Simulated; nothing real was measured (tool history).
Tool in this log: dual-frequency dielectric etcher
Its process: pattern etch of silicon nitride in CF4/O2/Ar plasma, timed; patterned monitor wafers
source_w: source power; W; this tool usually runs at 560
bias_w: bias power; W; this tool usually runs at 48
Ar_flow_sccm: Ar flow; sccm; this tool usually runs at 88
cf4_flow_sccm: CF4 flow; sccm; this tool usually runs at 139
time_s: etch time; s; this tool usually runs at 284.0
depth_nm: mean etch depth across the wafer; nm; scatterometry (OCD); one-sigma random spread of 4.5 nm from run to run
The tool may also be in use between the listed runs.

| run | hour | source_w | bias_w | Ar_flow_sccm | cf4_flow_sccm | time_s | wafers since the last listed run | hours since the last wet clean | hours since the last source power generator calibration | hours since the last bias power generator calibration | hours since the last Ar flow controller change | hours since the last CF4 flow controller change | hours since the last upper electrode change | hours since the gauge calibration | read-back reference wafer on the same gauge, depth_nm | depth_nm |
|---|---|---|---|---|---|---|---|---|---|---|---|---|---|---|---|---|
| 1 | 0.0 | 560 | 48 | 88 | 139 | 284.0 | 0 | 287.0 | 166.4 | 3803.6 | 4127.0 | 3026.3 | 3345.3 | 398.8 | 573.2 | 670.6 |
| 2 | 29.2 | 560 | 48 | 88 | 139 | 284.0 | 101 | 316.2 | 195.6 | 3832.8 | 4156.2 | 3055.5 | 3374.5 | 428.0 | 573.1 | 670.5 |
| 3 | 53.3 | 560 | 48 | 88 | 139 | 317.5 | 83 | 340.3 | 219.7 | 3856.9 | 4180.3 | 3079.6 | 3398.6 | 452.1 | 573.6 | 747.4 |
| 4 | 75.9 | 620 | 48 | 74 | 157 | 259.5 | 78 | 362.9 | 242.3 | 3879.5 | 4202.9 | 3102.2 | 3421.2 | 474.7 | 573.9 | 693.5 |
| 5 | 99.4 | 560 | 52 | 94 | 139 | 284.0 | 81 | 386.4 | 265.8 | 3903.0 | 4226.4 | 3125.7 | 3444.7 | 498.2 | 574.2 | 666.4 |
| 6 | 115.5 | 560 | 48 | 88 | 139 | 337.0 | 56 | 402.5 | 281.9 | 3919.1 | 4242.5 | 3141.8 | 3460.8 | 514.3 | 574.3 | 786.0 |
|  | 147.4 | wet clean of the chamber |
| 7 | 147.9 | 560 | 48 | 88 | 139 | 284.0 | 29 | 0.5 | 314.3 | 3951.5 | 4274.9 | 3174.2 | 3493.2 | 546.7 | 573.6 | 664.8 |
|  | 225.5 | upper electrode replaced |
|  | 228.3 | gauge calibrated |
| 8 | 243.1 | 560 | 52 | 88 | 139 | 284.0 | 247 | 95.7 | 409.5 | 4046.7 | 4370.1 | 3269.4 | 17.6 | 14.8 | 573.2 | 687.5 |
|  | 256.9 | CF4 flow controller replaced |
|  | 273.1 | bias power generator calibrated |
| 9 | 310.7 | 700 | 48 | 88 | 139 | 216.0 | 200 | 163.3 | 477.1 | 37.6 | 4437.7 | 53.8 | 85.2 | 82.4 | 573.2 | 627.4 |
|  | 322.2 | Ar flow controller replaced |
| 10 | 326.4 | 510 | 55 | 103 | 139 | 315.5 | 33 | 179.0 | 492.8 | 53.3 | 4.2 | 69.5 | 100.9 | 98.1 | 573.3 | 684.4 |

The next listed run, before its measurement:
| 11 | 354.1 | 650 | 41 | 88 | 139 | 252.5 | 96 | 206.7 | 520.5 | 81.0 | 31.9 | 97.2 | 128.6 | 125.8 | ? | ? |

{"run 11": {"read-back reference wafer on the same gauge, depth_nm": 571.0, "depth_nm": 647.7}}
Were there no unlogged condition in the tool, this run, its random variation unchanged, would have produced depth_nm 647.7 nm.

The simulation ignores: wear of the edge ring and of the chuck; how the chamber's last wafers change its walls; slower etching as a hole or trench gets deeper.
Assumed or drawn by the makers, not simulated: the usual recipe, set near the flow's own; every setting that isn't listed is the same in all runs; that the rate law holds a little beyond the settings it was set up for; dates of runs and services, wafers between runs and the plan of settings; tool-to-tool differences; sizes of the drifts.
